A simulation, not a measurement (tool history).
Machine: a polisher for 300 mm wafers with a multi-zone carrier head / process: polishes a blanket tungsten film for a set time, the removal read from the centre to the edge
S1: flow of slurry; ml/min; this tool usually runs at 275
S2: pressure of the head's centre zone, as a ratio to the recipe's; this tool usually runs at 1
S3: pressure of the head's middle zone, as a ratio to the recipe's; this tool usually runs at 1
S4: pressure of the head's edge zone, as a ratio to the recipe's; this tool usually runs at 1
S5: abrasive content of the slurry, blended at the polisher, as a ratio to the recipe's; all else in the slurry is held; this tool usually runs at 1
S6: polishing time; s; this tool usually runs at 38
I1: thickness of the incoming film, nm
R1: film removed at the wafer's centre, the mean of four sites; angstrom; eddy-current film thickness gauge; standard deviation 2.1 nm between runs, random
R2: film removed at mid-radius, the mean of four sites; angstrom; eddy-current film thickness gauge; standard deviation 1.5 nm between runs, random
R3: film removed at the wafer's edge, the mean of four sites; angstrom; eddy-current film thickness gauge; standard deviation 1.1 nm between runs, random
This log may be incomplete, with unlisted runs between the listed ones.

run	hour	S1	S2	S3	S4	S5	S6	I1	R1	R2	R3
1	0.0	275	1	1	1	1	38	1073.7	1643	1595	1633
# hour 21.1: worn pad replaced by a new one
2	29.1	275	1	1	1	1	38	1076.7	1623	1564	1618
3	92.4	275	1	1	1	1	38	1067.1	1658	1609	1614
4	132.7	275	1	1	1	1	38	1081.4	1633	1586	1614
# hour 137.1: worn pad replaced by a new one
5	194.8	275	1	1	1	1	38	1081.3	1627	1581	1591
6	235.1	275	1	1	1	1	38	1068.5	1551	1531	1590
# hour 260.6: worn pad replaced by a new one
7	286.6	275	1	1	1	1	38	1082.3	1605	1528	1555

Run 8 is up next; what results do you expect?
8	321.0	275	1	1	1	1	47	1056.1	?	?	?

{"run 8": {"R1": 1922, "R2": 1916, "R3": 1953}}
Had the tool carried no hidden state, the very same run would have given R1 2015 angstrom, R2 2000 angstrom, R3 2017 angstrom.

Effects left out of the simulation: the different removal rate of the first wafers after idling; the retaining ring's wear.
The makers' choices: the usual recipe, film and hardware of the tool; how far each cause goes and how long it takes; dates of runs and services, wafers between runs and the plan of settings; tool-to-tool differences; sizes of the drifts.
